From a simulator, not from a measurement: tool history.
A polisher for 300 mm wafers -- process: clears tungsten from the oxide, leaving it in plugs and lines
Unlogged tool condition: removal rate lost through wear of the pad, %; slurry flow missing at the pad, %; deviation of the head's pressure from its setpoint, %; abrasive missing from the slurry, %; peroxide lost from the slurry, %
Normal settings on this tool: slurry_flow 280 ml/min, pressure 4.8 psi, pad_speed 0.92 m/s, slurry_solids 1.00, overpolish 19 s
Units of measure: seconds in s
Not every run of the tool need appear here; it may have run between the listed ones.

run,hour,slurry_flow,pressure,pad_speed,slurry_solids,overpolish,wafers since the last listed run,wafers polished on this pad,hours since the slurry nozzle was cleaned,hours since the head pressure was calibrated,hours since the slurry blender was calibrated,hours since the slurry got fresh peroxide,"incoming thickness of the incoming film, nm",seconds
1,0.0,280,4.8,0.92,1.00,19,0,985,4.9,491.2,130.8,184.6,498.4,81.1
# hour 62.1: head pressure recalibrated
2,63.6,280,4.8,0.92,1.00,19,446,1431,68.5,1.5,194.4,248.2,503.4,84.3
3,130.3,280,4.8,0.92,1.00,19,483,1915,135.2,68.2,261.1,314.9,496.2,83.9
4,168.9,280,4.8,0.92,1.00,19,279,2195,173.8,106.8,299.7,353.5,499.0,84.9
# hour 223.2: slurry tank refilled with fresh slurry and peroxide
5,227.8,280,4.8,0.92,1.00,19,419,2615,232.7,165.7,358.6,4.6,498.6,83.7
# hour 252.2: worn pad replaced by a new one
# hour 253.9: slurry blender recalibrated
6,267.4,280,4.8,0.92,1.00,19,246,97,272.3,205.3,13.5,44.2,494.2,85.9
7,295.0,280,4.8,0.92,1.00,19,200,298,299.9,232.9,41.1,71.8,493.8,84.6
8,341.0,280,4.8,0.92,1.00,19,333,631,345.9,278.9,87.1,117.8,503.5,86.3
9,399.5,340,4.8,1.14,0.85,16,424,1056,404.4,337.4,145.6,176.3,498.2,69.9
# hour 464.0: slurry nozzle cleaned
10,469.8,235,4.8,0.92,1.00,19,502,1558,5.8,407.7,215.9,246.6,495.8,84.1
11,494.5,320,4.8,0.76,0.90,11,179,1737,30.5,432.4,240.6,271.3,491.4,95.1
12,551.6,280,5.3,1.22,1.00,19,414,2152,87.6,489.5,297.7,328.4,497.6,55.0
# hour 597.3: slurry tank refilled with fresh slurry and peroxide
13,620.0,280,4.8,1.06,1.00,19,488,2640,156.0,557.9,366.1,22.7,494.0,69.8
14,672.0,280,4.8,0.92,1.00,19,377,3018,208.0,609.9,418.1,74.7,493.7,81.4
# hour 677.2: slurry blender recalibrated
# hour 685.5: worn pad replaced by a new one
15,735.1,280,4.8,0.92,1.00,14,414,359,271.1,673.0,57.9,137.8,495.4,81.0
# hour 753.4: head pressure recalibrated
16,769.9,280,4.8,0.80,0.90,19,237,597,305.9,16.5,92.7,172.6,497.0,97.3
17,795.0,225,4.8,0.92,0.80,12,182,779,331.0,41.6,117.8,197.7,500.2,89.9
18,834.8,280,4.8,0.92,1.00,19,288,1068,370.8,81.4,157.6,237.5,502.3,85.3
19,948.3,280,4.8,0.92,1.00,19,823,1891,484.3,194.9,271.1,351.0,503.0,88.2
# hour 973.4: slurry nozzle cleaned
# hour 1008.3: slurry tank refilled with fresh slurry and peroxide
20,1008.8,280,4.8,0.92,1.00,19,424,2315,35.4,255.4,331.6,0.5,496.4,83.1
# hour 1042.4: slurry blender recalibrated
21,1080.7,280,4.8,0.92,1.00,26,507,2822,107.3,327.3,38.3,72.4,495.3,81.5
22,1141.1,235,4.8,0.68,0.80,9,438,3260,167.7,387.7,98.7,132.8,501.1,121.8
# hour 1166.4: worn pad replaced by a new one
23,1185.2,280,4.8,0.92,1.00,19,290,136,211.8,431.8,142.8,176.9,502.2,82.8
24,1223.7,255,4.8,0.92,1.00,11,279,415,250.3,470.3,181.3,215.4,498.9,82.8
25,1311.8,380,3.4,0.60,1.00,19,639,1054,338.4,558.4,269.4,303.5,500.1,172.9
26,1366.5,280,4.8,1.02,1.00,10,396,1451,393.1,613.1,324.1,358.2,498.1,77.5
27,1397.0,280,4.8,0.92,1.00,8,221,1672,423.6,643.6,354.6,388.7,505.6,89.3

Predict each of these 3 candidate next runs independently; none follows another, all start after run 27:
A,1397.4,280,4.8,0.92,1.00,19,2,1675,424.0,644.0,355.0,389.1,495.3,?
B,1397.4,200,3.5,0.92,0.85,26,2,1675,424.0,644.0,355.0,389.1,495.3,?
C,1397.4,280,6.1,0.78,0.85,10,2,1675,424.0,644.0,355.0,389.1,495.3,?

run,seconds
A,87.6
B,132.4
C,84.0
Without the tool's unlogged condition, the same runs would have read:
run,seconds
A,83.5
B,123.6
C,80.1
